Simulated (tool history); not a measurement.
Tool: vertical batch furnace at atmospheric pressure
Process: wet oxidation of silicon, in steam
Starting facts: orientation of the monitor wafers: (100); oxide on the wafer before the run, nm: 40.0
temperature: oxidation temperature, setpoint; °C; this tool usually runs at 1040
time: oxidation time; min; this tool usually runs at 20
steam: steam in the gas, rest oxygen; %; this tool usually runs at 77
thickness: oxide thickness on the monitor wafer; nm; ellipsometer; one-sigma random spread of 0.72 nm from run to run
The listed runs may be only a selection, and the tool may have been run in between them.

run   hour  temperature  time  steam  wafers since the last listed run  hours since the last temperature calibration  hours since the steam generator was serviced  hours since the gauge calibration  read-back reference wafer on the same gauge, thickness  thickness
  1      0         1025    20     77                                 0                                        2531.8                                        2830.2                              156.8                                                  292.95      220.1
  2   17.2         1025    20     77                               300                                          2549                                        2847.4                                174                                                  293.39      220.7
  3   36.7         1040  24.5     80                               340                                        2568.5                                        2866.9                              193.5                                                  292.93     282.76
  4   52.4         1040  24.5     80                               274                                        2584.2                                        2882.6                              209.2                                                  292.96     284.86
  5  112.1         1040  24.5     80                              1043                                        2643.9                                        2942.3                              268.9                                                  293.09     282.16
  6  125.7         1040  23.5     68                               237                                        2657.5                                        2955.9                              282.5                                                  292.86     249.14
  7  138.5         1040  23.5     68                               223                                        2670.3                                        2968.7                              295.3                                                  292.83     249.18
  8  153.9         1040  23.5     68                               269                                        2685.7                                        2984.1                              310.7                                                     293     250.94
     196.3  -- thermocouples replaced and temperature profile calibrated
  9  196.8         1040    20     77                               330                                           0.5                                          3027                              353.6                                                  293.04     243.36
     252.5  -- steam generator serviced
 10    253         1040    20     77                               563                                          56.7                                           0.5                              409.8                                                  292.86      237.5
 11    258         1040    20     69                                87                                          61.7                                           5.5                              414.8                                                  293.14     221.29
 12  263.8         1040    23     77                               101                                          67.5                                          11.3                              420.6                                                   293.1     258.13
     263.9  -- gauge calibrated
 13    284         1040    23     77                               353                                          87.7                                          31.5                               20.1                                                  292.97     258.16
 14  299.3         1040    20     70                               267                                           103                                          46.8                               35.4                                                  293.09     223.16
 15  309.6         1062    29     69                               180                                         113.3                                          57.1                               45.7                                                  292.99     319.44
 16  324.2         1040    13     77                               255                                         127.9                                          71.7                               60.3                                                  293.04     180.82
 17  333.6         1040    15     77                               164                                         137.3                                          81.1                               69.7                                                  292.97     198.23
 18  342.6         1049  26.5     73                               157                                         146.3                                          90.1                               78.7                                                  293.02     287.92
 19  363.4         1061    29     69                               363                                         167.1                                         110.9                               99.5                                                  292.78     317.66
 20  408.5         1022    20     82                               788                                         212.2                                           156                              144.6                                                  292.97      216.3
 21  420.4         1029  11.5     87                               208                                         224.1                                         167.9                              156.5                                                  292.75     166.96
 22  430.3         1040  22.5     83                               173                                           234                                         177.8                              166.4                                                  292.95     266.06
     454.7  -- steam generator serviced, repeated, since the last time left the tool worse
 23  455.2         1040    11     77                                15                                         258.9                                           0.5                              191.3                                                  293.07     174.02
 24    463         1027    20     73                               136                                         266.7                                           8.3                              199.1                                                  293.29     222.68
 25  470.5         1040    20     77                               131                                         274.2                                          15.8                              206.6                                                   293.1     251.39
 26    484         1027  27.5     74                               236                                         287.7                                          29.3                              220.1                                                  293.08     276.31
 27  496.4         1048    12     80                               216                                         300.1                                          41.7                              232.5                                                  292.87     197.92
 28  507.8         1040    20     77                               199                                         311.5                                          53.1                              243.9                                                  292.76      252.8
 29  518.6         1026  29.5     72                               188                                         322.3                                          63.9                              254.7                                                   293.2     280.16
 30  530.7         1040  27.5     77                               211                                         334.4                                            76                              266.8                                                  293.18     306.96
 31  540.6         1040    20     77                               173                                         344.3                                          85.9                              276.7                                                   293.3     250.31
 32  551.4         1017    24     87                               188                                         355.1                                          96.7                              287.5                                                  292.76     260.44
 33  562.9         1040    20     77                               201                                         366.6                                         108.2                                299                                                  292.99     250.62
 34  599.4         1065    11     77                               638                                         403.1                                         144.7                              335.5                                                  293.22     203.58
 35  619.5         1040    20     86                               351                                         423.2                                         164.8                              355.6                                                  293.15     269.89
 36  639.9         1040    14     68                               356                                         443.6                                         185.2                                376                                                  292.98     185.03
 37  651.5         1040    20     77                               202                                         455.2                                         196.8                              387.6                                                  293.31     250.81
 38  669.3         1025    20     82                               311                                           473                                         214.6                              405.4                                                   293.1      234.7
 39  683.9         1046    24     70                               255                                         487.6                                         229.2                                420                                                  293.08     274.71

What the log doesn't show, run by run:
true tube temperature minus thermocouple reading, K: 0 on each run
gauge reads high (%): 0 on each run
H1: steam share off its setpoint, % of the setpoint
run      H1
  1   -5.66
  2   -5.67
  3   -5.67
  4   -5.68
  5    -5.7
  6    -5.7
  7   -5.71
  8   -5.71
  9   -5.72
 10   -9.38
 11   -9.41
 12   -9.44
 13   -9.56
 14   -9.64
 15   -9.69
 16   -9.77
 17   -9.82
 18   -9.86
 19   -9.97
 20   -10.2
 21   -10.2
 22   -10.3
 23  -0.547
 24   -0.59
 25  -0.631
 26  -0.705
 27  -0.772
 28  -0.833
 29   -0.89
 30  -0.953
 31      -1
 32   -1.06
 33   -1.12
 34    -1.3
 35   -1.39
 36   -1.49
 37   -1.54
 38   -1.62
 39   -1.69

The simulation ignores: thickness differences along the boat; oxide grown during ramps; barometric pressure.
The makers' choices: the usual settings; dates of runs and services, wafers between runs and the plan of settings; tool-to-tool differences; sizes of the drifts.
